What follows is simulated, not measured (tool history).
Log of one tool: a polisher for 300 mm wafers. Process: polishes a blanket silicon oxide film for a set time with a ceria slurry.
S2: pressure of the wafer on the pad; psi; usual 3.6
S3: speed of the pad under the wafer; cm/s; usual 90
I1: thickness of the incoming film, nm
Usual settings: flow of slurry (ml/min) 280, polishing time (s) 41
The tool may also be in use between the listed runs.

Run 1, hour 0: usual settings but S2 4.1 psi, S3 68 cm/s; I1 758.1. Result: film removed (nm) 180.9.
Run 2, hour 36.3: usual settings but S2 4.1 psi, S3 68 cm/s; I1 760.1. Result: film removed (nm) 182.
Run 3, hour 76.5: usual settings but S2 4.1 psi, S3 68 cm/s; I1 760.2. Result: film removed (nm) 178.6.
At hour 89.6: worn pad replaced by a new one.
At hour 92.7: head pressure recalibrated.
Run 4, hour 108.4: usual settings; I1 747. Result: film removed (nm) 220.1.
Run 5, hour 141.6: usual settings; I1 748.3. Result: film removed (nm) 215.4.
Run 6, hour 201.1: usual settings; I1 764.1. Result: film removed (nm) 217.
Run 7, hour 265.6: usual settings; I1 756.7. Result: film removed (nm) 210.2.
Run 8, hour 302.9: usual settings; I1 754.8. Result: film removed (nm) 209.8.
At hour 317.4: worn pad replaced by a new one.
Run 9, hour 352.8: usual settings; I1 761.3. Result: film removed (nm) 217.4.
At hour 408.2: slurry nozzle cleaned.
Run 10, hour 424.3: usual settings; I1 756.4. Result: film removed (nm) 214.2.
Run 11, hour 482.7: usual settings; I1 751.9. Result: film removed (nm) 209.
Run 12, hour 530.8: usual settings; I1 764.2. Result: film removed (nm) 207.3.
At hour 540.6: worn pad replaced by a new one.
Run 13, hour 595.5: usual settings; I1 754.1. Result: film removed (nm) 214.5.
Run 14, hour 620.1: usual settings but flow of slurry (ml/min) 225, S2 2.5 psi, S3 58 cm/s, polishing time (s) 48; I1 752.9. Result: film removed (nm) 113.1.
Run 15, hour 659.5: usual settings; I1 747.7. Result: film removed (nm) 215.9.
Run 16, hour 701.1: usual settings but flow of slurry (ml/min) 250, S2 4.4 psi, S3 80 cm/s, polishing time (s) 51; I1 767.6. Result: film removed (nm) 273.5.
At hour 735.4: worn pad replaced by a new one.
Run 17, hour 744.3: usual settings but flow of slurry (ml/min) 380, S2 4.4 psi, polishing time (s) 28; I1 766. Result: film removed (nm) 186.4.
Run 18, hour 775.6: usual settings but S2 4.9 psi; I1 748.1. Result: film removed (nm) 290.7.
At hour 780: head pressure recalibrated.
Run 19, hour 823.1: usual settings but S2 3.2 psi, polishing time (s) 33; I1 760. Result: film removed (nm) 156.4.
At hour 934.3: slurry nozzle cleaned.
At hour 936.5: worn pad replaced by a new one.
Run 20, hour 994.2: usual settings but flow of slurry (ml/min) 250, S2 4.4 psi, S3 80 cm/s, polishing time (s) 51; I1 765.7. Result: film removed (nm) 285.6.
Run 21, hour 1041.5: usual settings but flow of slurry (ml/min) 355, polishing time (s) 37; I1 769.3. Result: film removed (nm) 199.1.
Run 22, hour 1090.7: usual settings but polishing time (s) 33; I1 757.2. Result: film removed (nm) 169.5.

4 ways to go on from here, each from the tool as it stands after run 22. What would each give?
Run A, hour 1091.1: usual settings but flow of slurry (ml/min) 370; I1 762.9. Result: film removed (nm) ?.
Run B, hour 1091.1: usual settings but S2 3.2 psi; I1 762.9. Result: film removed (nm) ?.
Run C, hour 1091.1: usual settings but flow of slurry (ml/min) 185, S2 2.5 psi, S3 66 cm/s; I1 762.9. Result: film removed (nm) ?.
Run D, hour 1091.1: usual settings but flow of slurry (ml/min) 340, S2 4.1 psi, polishing time (s) 49; I1 762.9. Result: film removed (nm) ?.

run  film removed (nm)
  A              213.9
  B              187.4
  C              104.6
  D              286.9
Without the tool's hidden state the same runs would have given:
run  film removed (nm)
  A              224.4
  B              196.6
  C              109.8
  D                301

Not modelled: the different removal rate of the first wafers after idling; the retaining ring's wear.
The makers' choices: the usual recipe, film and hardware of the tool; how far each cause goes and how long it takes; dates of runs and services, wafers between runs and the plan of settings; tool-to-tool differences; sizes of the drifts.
